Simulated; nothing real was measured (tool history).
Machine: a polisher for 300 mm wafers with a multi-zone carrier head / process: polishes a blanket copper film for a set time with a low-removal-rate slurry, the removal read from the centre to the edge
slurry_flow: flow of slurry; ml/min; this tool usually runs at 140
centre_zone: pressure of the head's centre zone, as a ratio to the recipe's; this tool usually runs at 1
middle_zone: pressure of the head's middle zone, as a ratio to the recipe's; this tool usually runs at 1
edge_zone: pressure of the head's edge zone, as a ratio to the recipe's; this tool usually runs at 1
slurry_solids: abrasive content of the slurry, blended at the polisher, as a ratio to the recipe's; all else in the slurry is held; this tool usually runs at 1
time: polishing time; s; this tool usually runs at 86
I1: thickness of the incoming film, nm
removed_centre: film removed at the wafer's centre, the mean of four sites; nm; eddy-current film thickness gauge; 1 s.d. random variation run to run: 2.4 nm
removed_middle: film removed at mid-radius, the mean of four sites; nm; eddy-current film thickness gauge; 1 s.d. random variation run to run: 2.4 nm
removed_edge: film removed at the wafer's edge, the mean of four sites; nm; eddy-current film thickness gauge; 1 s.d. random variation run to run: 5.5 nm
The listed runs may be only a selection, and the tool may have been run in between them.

run 1 hour=0 | slurry_flow=140 centre_zone=1 middle_zone=1 edge_zone=1 slurry_solids=1 time=86 | I1=1369.9 | removed_centre=370.8 removed_middle=365.2 removed_edge=359.7
run 2 hour=29.9 | slurry_flow=140 centre_zone=1 middle_zone=1 edge_zone=1 slurry_solids=1 time=75 | I1=1354.3 | removed_centre=319.2 removed_middle=324.5 removed_edge=324.6
run 3 hour=73.7 | slurry_flow=140 centre_zone=1 middle_zone=1 edge_zone=1 slurry_solids=1 time=75 | I1=1370.2 | removed_centre=316.5 removed_middle=319.5 removed_edge=323.7
run 4 hour=103.4 | slurry_flow=140 centre_zone=1 middle_zone=1 edge_zone=1 slurry_solids=1 time=86 | I1=1383.5 | removed_centre=362.7 removed_middle=370.1 removed_edge=357.9
-- hour=116.4 slurry nozzle cleaned
run 5 hour=143.3 | slurry_flow=140 centre_zone=1 middle_zone=1 edge_zone=1 slurry_solids=1 time=86 | I1=1379.5 | removed_centre=356.8 removed_middle=371.4 removed_edge=374.8
-- hour=184 worn pad replaced by a new one
run 6 hour=194.4 | slurry_flow=140 centre_zone=1 middle_zone=1 edge_zone=1 slurry_solids=1 time=86 | I1=1386.5 | removed_centre=357.3 removed_middle=373.2 removed_edge=370.7
run 7 hour=223.4 | slurry_flow=140 centre_zone=1 middle_zone=1 edge_zone=1 slurry_solids=1 time=86 | I1=1385.2 | removed_centre=355.2 removed_middle=364 removed_edge=366.3
run 8 hour=281.1 | slurry_flow=140 centre_zone=1 middle_zone=1 edge_zone=1 slurry_solids=1 time=86 | I1=1386.7 | removed_centre=347.1 removed_middle=366.8 removed_edge=370.4
run 9 hour=322 | slurry_flow=140 centre_zone=1 middle_zone=1 edge_zone=1 slurry_solids=1 time=86 | I1=1383.2 | removed_centre=349.4 removed_middle=366.5 removed_edge=357.6
-- hour=325.2 centre zone pressure recalibrated
run 10 hour=383.9 | slurry_flow=90 centre_zone=1 middle_zone=1.09 edge_zone=1 slurry_solids=0.75 time=86 | I1=1366.2 | removed_centre=344 removed_middle=331.2 removed_edge=327
-- hour=391.7 worn pad replaced by a new one
run 11 hour=420 | slurry_flow=140 centre_zone=1 middle_zone=1 edge_zone=1.1 slurry_solids=1 time=86 | I1=1370 | removed_centre=403.7 removed_middle=371.2 removed_edge=389.2

The next listed run, before its measurement:
run 12 hour=484.2 | slurry_flow=140 centre_zone=1 middle_zone=1 edge_zone=1 slurry_solids=1 time=86 | I1=1378.5 | removed_centre=? removed_middle=? removed_edge=?

Run 12 produced removed_centre 402.9 nm, removed_middle 368.4 nm, removed_edge 369 nm.
Take away the tool's hidden state, keep the run-to-run variation as it was, and the same run would have given removed_centre 368.7 nm, removed_middle 368.6 nm, removed_edge 369 nm.
